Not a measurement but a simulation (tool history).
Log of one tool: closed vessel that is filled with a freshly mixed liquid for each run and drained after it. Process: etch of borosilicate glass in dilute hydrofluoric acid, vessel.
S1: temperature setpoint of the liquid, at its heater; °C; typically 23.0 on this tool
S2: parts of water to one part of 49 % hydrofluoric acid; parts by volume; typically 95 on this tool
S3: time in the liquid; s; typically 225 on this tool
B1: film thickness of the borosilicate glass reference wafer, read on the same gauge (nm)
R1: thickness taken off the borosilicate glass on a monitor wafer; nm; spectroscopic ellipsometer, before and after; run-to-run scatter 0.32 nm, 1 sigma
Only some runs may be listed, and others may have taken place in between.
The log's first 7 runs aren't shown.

{"run": 8, "hour": 353.7, "S1": 23.0, "S2": 130, "S3": 225, "B1": 59.98, "R1": 30.01}
{"run": 9, "hour": 391.6, "S1": 23.0, "S2": 130, "S3": 225, "B1": 60.01, "R1": 29.68}
{"run": 10, "hour": 425.5, "S1": 23.0, "S2": 55, "S3": 340, "B1": 60.0, "R1": 116.51}
{"run": 11, "hour": 450.1, "S1": 23.0, "S2": 95, "S3": 225, "B1": 59.98, "R1": 42.82}
{"run": 12, "hour": 491.3, "S1": 23.0, "S2": 95, "S3": 115, "B1": 59.97, "R1": 21.61}
{"run": 13, "hour": 542.8, "S1": 24.5, "S2": 110, "S3": 335, "B1": 60.01, "R1": 56.29}
{"run": 14, "hour": 572.4, "S1": 23.0, "S2": 95, "S3": 165, "B1": 59.99, "R1": 30.83}
{"hour": 578.2, "done": "thermometer replaced"}
{"run": 15, "hour": 610.8, "S1": 27.0, "S2": 55, "S3": 120, "B1": 59.97, "R1": 50.99}
{"run": 16, "hour": 637.9, "S1": 23.0, "S2": 95, "S3": 225, "B1": 59.94, "R1": 44.61}
{"run": 17, "hour": 667.8, "S1": 23.0, "S2": 95, "S3": 225, "B1": 60.0, "R1": 44.13}
{"run": 18, "hour": 715.1, "S1": 27.5, "S2": 55, "S3": 225, "B1": 59.96, "R1": 97.24}
{"run": 19, "hour": 781.7, "S1": 26.0, "S2": 65, "S3": 325, "B1": 59.94, "R1": 109.42}
{"run": 20, "hour": 817.5, "S1": 23.0, "S2": 95, "S3": 225, "B1": 60.02, "R1": 44.59}
{"run": 21, "hour": 877.3, "S1": 18.5, "S2": 70, "S3": 140, "B1": 59.96, "R1": 31.7}
{"run": 22, "hour": 902.4, "S1": 20.5, "S2": 55, "S3": 225, "B1": 59.94, "R1": 71.76}
{"hour": 920.1, "done": "gauge calibrated"}
{"run": 23, "hour": 931.3, "S1": 23.0, "S2": 95, "S3": 225, "B1": 60.0, "R1": 43.35}
{"run": 24, "hour": 994.4, "S1": 21.0, "S2": 95, "S3": 225, "B1": 60.0, "R1": 40.59}
{"run": 25, "hour": 1024.0, "S1": 23.0, "S2": 95, "S3": 225, "B1": 60.0, "R1": 43.81}
{"run": 26, "hour": 1050.4, "S1": 21.0, "S2": 75, "S3": 160, "B1": 59.98, "R1": 37.13}
{"run": 27, "hour": 1096.4, "S1": 23.0, "S2": 45, "S3": 225, "B1": 59.98, "R1": 97.0}
{"run": 28, "hour": 1141.6, "S1": 20.5, "S2": 95, "S3": 225, "B1": 60.01, "R1": 39.14}
{"run": 29, "hour": 1189.0, "S1": 24.5, "S2": 110, "S3": 185, "B1": 59.99, "R1": 31.56}
{"run": 30, "hour": 1256.8, "S1": 23.0, "S2": 95, "S3": 225, "B1": 59.97, "R1": 43.53}
{"run": 31, "hour": 1286.7, "S1": 23.0, "S2": 75, "S3": 100, "B1": 59.97, "R1": 25.02}
{"run": 32, "hour": 1352.7, "S1": 23.0, "S2": 95, "S3": 225, "B1": 59.99, "R1": 43.22}

Here are 5 independent what-if runs from the current tool condition. What would each one return?
{"run": "A", "hour": 1353.4, "S1": 21.5, "S2": 95, "S3": 225, "B1": "?", "R1": "?"}
{"run": "B", "hour": 1353.4, "S1": 20.0, "S2": 95, "S3": 225, "B1": "?", "R1": "?"}
{"run": "C", "hour": 1353.4, "S1": 21.5, "S2": 115, "S3": 335, "B1": "?", "R1": "?"}
{"run": "D", "hour": 1353.4, "S1": 25.0, "S2": 80, "S3": 225, "B1": "?", "R1": "?"}
{"run": "E", "hour": 1353.4, "S1": 23.0, "S2": 80, "S3": 95, "B1": "?", "R1": "?"}

run=A B1=60.03 R1=40.19
run=B B1=60.03 R1=37.78
run=C B1=60.03 R1=48.34
run=D B1=60.03 R1=56.02
run=E B1=60.03 R1=21.81
With no hidden state in the tool, these same runs would have given:
run=A R1=41.90
run=B R1=39.41
run=C R1=50.37
run=D R1=58.36
run=E R1=22.74

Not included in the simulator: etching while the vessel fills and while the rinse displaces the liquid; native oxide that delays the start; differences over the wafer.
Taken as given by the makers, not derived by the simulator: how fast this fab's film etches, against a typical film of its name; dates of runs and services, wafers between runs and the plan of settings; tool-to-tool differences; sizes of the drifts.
